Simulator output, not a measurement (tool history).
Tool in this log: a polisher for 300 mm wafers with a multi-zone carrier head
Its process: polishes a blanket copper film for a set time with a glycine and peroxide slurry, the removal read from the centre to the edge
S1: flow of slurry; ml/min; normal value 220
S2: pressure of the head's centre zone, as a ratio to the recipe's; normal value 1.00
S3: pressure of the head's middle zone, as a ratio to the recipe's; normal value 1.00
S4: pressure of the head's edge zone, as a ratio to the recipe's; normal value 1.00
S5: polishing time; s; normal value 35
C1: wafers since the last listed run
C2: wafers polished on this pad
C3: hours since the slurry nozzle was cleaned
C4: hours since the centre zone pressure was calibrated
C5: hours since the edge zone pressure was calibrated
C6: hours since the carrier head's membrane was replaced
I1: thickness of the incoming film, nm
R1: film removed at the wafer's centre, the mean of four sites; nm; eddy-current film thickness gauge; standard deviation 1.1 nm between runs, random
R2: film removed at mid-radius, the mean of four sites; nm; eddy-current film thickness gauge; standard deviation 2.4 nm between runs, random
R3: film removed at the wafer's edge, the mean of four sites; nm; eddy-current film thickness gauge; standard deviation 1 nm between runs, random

run 1 day=0.000 | S1=265 S2=1.00 S3=1.00 S4=1.00 S5=35 | C1=0 C2=1291 C3=240.2 C4=563.5 C5=643.1 C6=500.0 | I1=2274.8 | R1=175.7 R2=172.5 R3=168.8
run 2 day=1.183 | S1=275 S2=1.00 S3=0.97 S4=0.95 S5=38 | C1=310 C2=1601 C3=268.6 C4=591.9 C5=671.5 C6=528.4 | I1=2255.5 | R1=191.3 R2=185.3 R3=179.0
-- day=1.450 centre zone pressure recalibrated
run 3 day=2.508 | S1=220 S2=1.00 S3=1.00 S4=1.00 S5=35 | C1=325 C2=1926 C3=300.4 C4=25.4 C5=703.3 C6=560.2 | I1=2330.6 | R1=171.4 R2=167.9 R3=166.9
-- day=3.204 worn pad replaced by a new one
run 4 day=3.379 | S1=250 S2=1.07 S3=1.09 S4=1.11 S5=35 | C1=184 C2=45 C3=321.3 C4=46.3 C5=724.2 C6=581.1 | I1=2329.7 | R1=187.3 R2=182.9 R3=174.9
run 5 day=4.467 | S1=220 S2=1.00 S3=1.00 S4=1.00 S5=35 | C1=284 C2=330 C3=347.4 C4=72.4 C5=750.3 C6=607.2 | I1=2261.2 | R1=172.7 R2=170.3 R3=166.5
run 6 day=5.083 | S1=220 S2=0.94 S3=0.93 S4=0.94 S5=30 | C1=161 C2=492 C3=362.2 C4=87.2 C5=765.1 C6=622.0 | I1=2284.1 | R1=138.7 R2=139.0 R3=138.1
-- day=5.412 slurry nozzle cleaned
-- day=5.942 carrier head's membrane replaced by a new one
run 7 day=6.083 | S1=220 S2=1.00 S3=1.00 S4=1.00 S5=35 | C1=196 C2=688 C3=16.1 C4=111.2 C5=789.1 C6=3.4 | I1=2297.9 | R1=172.3 R2=167.5 R3=165.2
run 8 day=6.917 | S1=295 S2=0.90 S3=1.00 S4=1.12 S5=26 | C1=218 C2=907 C3=36.1 C4=131.2 C5=809.1 C6=23.4 | I1=2286.4 | R1=118.1 R2=127.0 R3=134.0
run 9 day=8.367 | S1=220 S2=1.00 S3=1.00 S4=1.00 S5=35 | C1=379 C2=1287 C3=70.9 C4=166.0 C5=843.9 C6=58.2 | I1=2305.9 | R1=172.5 R2=168.8 R3=167.6
run 10 day=9.154 | S1=220 S2=1.00 S3=1.00 S4=1.00 S5=40 | C1=206 C2=1493 C3=89.8 C4=184.9 C5=862.8 C6=77.1 | I1=2305.9 | R1=198.6 R2=194.1 R3=190.6
run 11 day=9.712 | S1=220 S2=1.00 S3=1.00 S4=1.00 S5=35 | C1=146 C2=1639 C3=103.2 C4=198.3 C5=876.2 C6=90.5 | I1=2281.2 | R1=172.1 R2=173.1 R3=165.3
-- day=10.654 edge zone pressure recalibrated
run 12 day=10.675 | S1=245 S2=1.00 S3=1.00 S4=1.00 S5=23 | C1=230 C2=1870 C3=126.3 C4=221.4 C5=0.5 C6=113.6 | I1=2311.6 | R1=113.7 R2=112.1 R3=110.5
run 13 day=11.808 | S1=220 S2=1.07 S3=1.00 S4=1.00 S5=35 | C1=296 C2=2167 C3=153.5 C4=248.6 C5=27.7 C6=140.8 | I1=2255.1 | R1=185.1 R2=169.9 R3=166.5
-- day=12.150 worn pad replaced by a new one
run 14 day=12.454 | S1=175 S2=1.00 S3=1.00 S4=1.00 S5=26 | C1=125 C2=79 C3=169.0 C4=264.1 C5=43.2 C6=156.3 | I1=2288.9 | R1=124.6 R2=123.9 R3=122.1
run 15 day=13.825 | S1=220 S2=1.00 S3=1.00 S4=1.00 S5=35 | C1=359 C2=438 C3=201.9 C4=297.0 C5=76.1 C6=189.2 | I1=2316.8 | R1=171.6 R2=166.1 R3=165.1
run 16 day=14.912 | S1=220 S2=1.00 S3=1.00 S4=1.00 S5=35 | C1=284 C2=723 C3=228.0 C4=323.1 C5=102.2 C6=215.3 | I1=2294.0 | R1=171.3 R2=169.6 R3=166.1
run 17 day=16.067 | S1=220 S2=1.10 S3=1.06 S4=0.94 S5=35 | C1=302 C2=1026 C3=255.7 C4=350.8 C5=129.9 C6=243.0 | I1=2302.7 | R1=191.8 R2=178.6 R3=161.5
-- day=17.992 slurry nozzle cleaned
run 18 day=18.829 | S1=160 S2=1.00 S3=0.92 S4=0.90 S5=41 | C1=712 C2=1739 C3=20.1 C4=417.1 C5=196.2 C6=309.3 | I1=2260.1 | R1=197.3 R2=179.9 R3=180.9
run 19 day=19.575 | S1=220 S2=1.00 S3=0.90 S4=1.00 S5=35 | C1=195 C2=1934 C3=38.0 C4=435.0 C5=214.1 C6=327.2 | I1=2317.8 | R1=171.7 R2=154.0 R3=166.8
run 20 day=20.504 | S1=220 S2=0.95 S3=1.00 S4=1.04 S5=35 | C1=243 C2=2178 C3=60.3 C4=457.3 C5=236.4 C6=349.5 | I1=2275.0 | R1=163.2 R2=171.1 R3=170.3
run 21 day=21.062 | S1=220 S2=0.94 S3=0.93 S4=0.94 S5=30 | C1=146 C2=2324 C3=73.7 C4=470.7 C5=249.8 C6=362.9 | I1=2262.0 | R1=138.4 R2=138.0 R3=140.4
-- day=21.496 worn pad replaced by a new one
run 22 day=22.329 | S1=220 S2=1.11 S3=1.00 S4=1.12 S5=35 | C1=288 C2=218 C3=104.1 C4=501.1 C5=280.2 C6=393.3 | I1=2309.0 | R1=189.3 R2=167.5 R3=176.6

What the log doesn't show, run by run:
removal rate lost through wear of the pad, %: 0 at every run
slurry flow missing at the pad, %: 0 at every run
deviation of the centre zone's pressure from its setpoint, %: 0 at every run
deviation of the edge zone's pressure from its setpoint, %: 0 at every run
